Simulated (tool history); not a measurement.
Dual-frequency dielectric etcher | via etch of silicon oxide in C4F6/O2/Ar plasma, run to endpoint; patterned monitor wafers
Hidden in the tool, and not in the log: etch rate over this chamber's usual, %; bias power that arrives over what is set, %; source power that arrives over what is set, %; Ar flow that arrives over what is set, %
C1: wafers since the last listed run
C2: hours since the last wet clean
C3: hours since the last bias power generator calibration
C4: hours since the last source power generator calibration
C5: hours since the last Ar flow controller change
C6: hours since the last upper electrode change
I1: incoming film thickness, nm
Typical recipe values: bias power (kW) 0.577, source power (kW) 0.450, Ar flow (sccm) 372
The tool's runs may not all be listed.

run 1 hour=0.0 | bias_power_(kW)=0.577 source_power_(kW)=0.450 Ar_flow_(sccm)=372 | C1=0 C2=379.9 C3=1520.3 C4=2423.9 C5=1288.5 C6=1400.0 | I1=183.2 | endpoint_time_(s)=37.8
run 2 hour=24.1 | bias_power_(kW)=0.577 source_power_(kW)=0.450 Ar_flow_(sccm)=372 | C1=284 C2=404.0 C3=1544.4 C4=2448.0 C5=1312.6 C6=1424.1 | I1=182.6 | endpoint_time_(s)=37.9
run 3 hour=55.7 | bias_power_(kW)=0.577 source_power_(kW)=0.450 Ar_flow_(sccm)=372 | C1=373 C2=435.6 C3=1576.0 C4=2479.6 C5=1344.2 C6=1455.7 | I1=182.3 | endpoint_time_(s)=37.5
run 4 hour=88.0 | bias_power_(kW)=0.577 source_power_(kW)=0.450 Ar_flow_(sccm)=372 | C1=381 C2=467.9 C3=1608.3 C4=2511.9 C5=1376.5 C6=1488.0 | I1=183.0 | endpoint_time_(s)=37.8
run 5 hour=121.5 | bias_power_(kW)=0.577 source_power_(kW)=0.450 Ar_flow_(sccm)=372 | C1=395 C2=501.4 C3=1641.8 C4=2545.4 C5=1410.0 C6=1521.5 | I1=180.1 | endpoint_time_(s)=37.1
run 6 hour=148.9 | bias_power_(kW)=0.577 source_power_(kW)=0.450 Ar_flow_(sccm)=372 | C1=323 C2=528.8 C3=1669.2 C4=2572.8 C5=1437.4 C6=1548.9 | I1=182.0 | endpoint_time_(s)=37.4
run 7 hour=172.9 | bias_power_(kW)=0.577 source_power_(kW)=0.450 Ar_flow_(sccm)=372 | C1=283 C2=552.8 C3=1693.2 C4=2596.8 C5=1461.4 C6=1572.9 | I1=180.7 | endpoint_time_(s)=37.2
run 8 hour=187.2 | bias_power_(kW)=0.577 source_power_(kW)=0.450 Ar_flow_(sccm)=372 | C1=168 C2=567.1 C3=1707.5 C4=2611.1 C5=1475.7 C6=1587.2 | I1=180.3 | endpoint_time_(s)=36.9
run 9 hour=202.8 | bias_power_(kW)=0.577 source_power_(kW)=0.390 Ar_flow_(sccm)=372 | C1=184 C2=582.7 C3=1723.1 C4=2626.7 C5=1491.3 C6=1602.8 | I1=182.4 | endpoint_time_(s)=39.8
run 10 hour=220.4 | bias_power_(kW)=0.577 source_power_(kW)=0.390 Ar_flow_(sccm)=372 | C1=207 C2=600.3 C3=1740.7 C4=2644.3 C5=1508.9 C6=1620.4 | I1=184.1 | endpoint_time_(s)=40.1
run 11 hour=235.1 | bias_power_(kW)=0.577 source_power_(kW)=0.390 Ar_flow_(sccm)=372 | C1=173 C2=615.0 C3=1755.4 C4=2659.0 C5=1523.6 C6=1635.1 | I1=184.2 | endpoint_time_(s)=40.1
run 12 hour=262.1 | bias_power_(kW)=0.577 source_power_(kW)=0.430 Ar_flow_(sccm)=372 | C1=318 C2=642.0 C3=1782.4 C4=2686.0 C5=1550.6 C6=1662.1 | I1=182.4 | endpoint_time_(s)=38.0
-- hour=296.2 wet clean of the chamber
run 13 hour=296.7 | bias_power_(kW)=0.577 source_power_(kW)=0.480 Ar_flow_(sccm)=372 | C1=125 C2=0.5 C3=1817.0 C4=2720.6 C5=1585.2 C6=1696.7 | I1=182.3 | endpoint_time_(s)=37.1
run 14 hour=372.2 | bias_power_(kW)=0.669 source_power_(kW)=0.350 Ar_flow_(sccm)=348 | C1=891 C2=76.0 C3=1892.5 C4=2796.1 C5=1660.7 C6=1772.2 | I1=182.6 | endpoint_time_(s)=40.3
run 15 hour=425.4 | bias_power_(kW)=0.577 source_power_(kW)=0.350 Ar_flow_(sccm)=421 | C1=628 C2=129.2 C3=1945.7 C4=2849.3 C5=1713.9 C6=1825.4 | I1=182.9 | endpoint_time_(s)=43.2
-- hour=448.8 bias power generator calibrated
run 16 hour=449.3 | bias_power_(kW)=0.577 source_power_(kW)=0.390 Ar_flow_(sccm)=372 | C1=234 C2=153.1 C3=0.5 C4=2873.2 C5=1737.8 C6=1849.3 | I1=183.9 | endpoint_time_(s)=41.0
run 17 hour=472.7 | bias_power_(kW)=0.577 source_power_(kW)=0.450 Ar_flow_(sccm)=372 | C1=276 C2=176.5 C3=23.9 C4=2896.6 C5=1761.2 C6=1872.7 | I1=182.1 | endpoint_time_(s)=38.0
-- hour=509.9 upper electrode replaced
run 18 hour=510.4 | bias_power_(kW)=0.637 source_power_(kW)=0.530 Ar_flow_(sccm)=372 | C1=161 C2=214.2 C3=61.6 C4=2934.3 C5=1798.9 C6=0.5 | I1=184.6 | endpoint_time_(s)=35.1
run 19 hour=525.1 | bias_power_(kW)=0.646 source_power_(kW)=0.450 Ar_flow_(sccm)=372 | C1=173 C2=228.9 C3=76.3 C4=2949.0 C5=1813.6 C6=15.2 | I1=182.2 | endpoint_time_(s)=36.6
run 20 hour=547.7 | bias_power_(kW)=0.651 source_power_(kW)=0.450 Ar_flow_(sccm)=372 | C1=266 C2=251.5 C3=98.9 C4=2971.6 C5=1836.2 C6=37.8 | I1=182.7 | endpoint_time_(s)=36.9
-- hour=565.8 Ar flow controller replaced
-- hour=566.7 source power generator calibrated
run 21 hour=567.2 | bias_power_(kW)=0.577 source_power_(kW)=0.450 Ar_flow_(sccm)=372 | C1=147 C2=271.0 C3=118.4 C4=0.5 C5=1.4 C6=57.3 | I1=182.6 | endpoint_time_(s)=38.0
run 22 hour=577.0 | bias_power_(kW)=0.577 source_power_(kW)=0.360 Ar_flow_(sccm)=303 | C1=115 C2=280.8 C3=128.2 C4=10.3 C5=11.2 C6=67.1 | I1=183.7 | endpoint_time_(s)=40.9
run 23 hour=607.6 | bias_power_(kW)=0.652 source_power_(kW)=0.560 Ar_flow_(sccm)=398 | C1=361 C2=311.4 C3=158.8 C4=40.9 C5=41.8 C6=97.7 | I1=184.8 | endpoint_time_(s)=33.9
run 24 hour=632.6 | bias_power_(kW)=0.507 source_power_(kW)=0.390 Ar_flow_(sccm)=327 | C1=295 C2=336.4 C3=183.8 C4=65.9 C5=66.8 C6=122.7 | I1=182.5 | endpoint_time_(s)=41.3
run 25 hour=668.0 | bias_power_(kW)=0.577 source_power_(kW)=0.450 Ar_flow_(sccm)=372 | C1=417 C2=371.8 C3=219.2 C4=101.3 C5=102.2 C6=158.1 | I1=182.4 | endpoint_time_(s)=37.8
run 26 hour=701.6 | bias_power_(kW)=0.445 source_power_(kW)=0.450 Ar_flow_(sccm)=372 | C1=396 C2=405.4 C3=252.8 C4=134.9 C5=135.8 C6=191.7 | I1=181.5 | endpoint_time_(s)=40.4
run 27 hour=732.0 | bias_power_(kW)=0.577 source_power_(kW)=0.450 Ar_flow_(sccm)=372 | C1=358 C2=435.8 C3=283.2 C4=165.3 C5=166.2 C6=222.1 | I1=184.9 | endpoint_time_(s)=38.2

5 options for the next run, each taken on its own from the tool as it stands now. Forecast them:
run A hour=732.4 | bias_power_(kW)=0.577 source_power_(kW)=0.450 Ar_flow_(sccm)=291 | C1=4 C2=436.2 C3=283.6 C4=165.7 C5=166.6 C6=222.5 | I1=181.6 | endpoint_time_(s)=?
run B hour=732.4 | bias_power_(kW)=0.475 source_power_(kW)=0.450 Ar_flow_(sccm)=305 | C1=4 C2=436.2 C3=283.6 C4=165.7 C5=166.6 C6=222.5 | I1=181.6 | endpoint_time_(s)=?
run C hour=732.4 | bias_power_(kW)=0.694 source_power_(kW)=0.450 Ar_flow_(sccm)=301 | C1=4 C2=436.2 C3=283.6 C4=165.7 C5=166.6 C6=222.5 | I1=181.6 | endpoint_time_(s)=?
run D hour=732.4 | bias_power_(kW)=0.494 source_power_(kW)=0.450 Ar_flow_(sccm)=372 | C1=4 C2=436.2 C3=283.6 C4=165.7 C5=166.6 C6=222.5 | I1=181.6 | endpoint_time_(s)=?
run E hour=732.4 | bias_power_(kW)=0.498 source_power_(kW)=0.550 Ar_flow_(sccm)=343 | C1=4 C2=436.2 C3=283.6 C4=165.7 C5=166.6 C6=222.5 | I1=181.6 | endpoint_time_(s)=?

run=A endpoint_time_(s)=36.4
run=B endpoint_time_(s)=38.8
run=C endpoint_time_(s)=34.5
run=D endpoint_time_(s)=39.1
run=E endpoint_time_(s)=35.6
With the hidden condition removed and each run's random variation left untouched, the same runs would have given:
run=A endpoint_time_(s)=37.0
run=B endpoint_time_(s)=39.4
run=C endpoint_time_(s)=35.1
run=D endpoint_time_(s)=39.8
run=E endpoint_time_(s)=36.2

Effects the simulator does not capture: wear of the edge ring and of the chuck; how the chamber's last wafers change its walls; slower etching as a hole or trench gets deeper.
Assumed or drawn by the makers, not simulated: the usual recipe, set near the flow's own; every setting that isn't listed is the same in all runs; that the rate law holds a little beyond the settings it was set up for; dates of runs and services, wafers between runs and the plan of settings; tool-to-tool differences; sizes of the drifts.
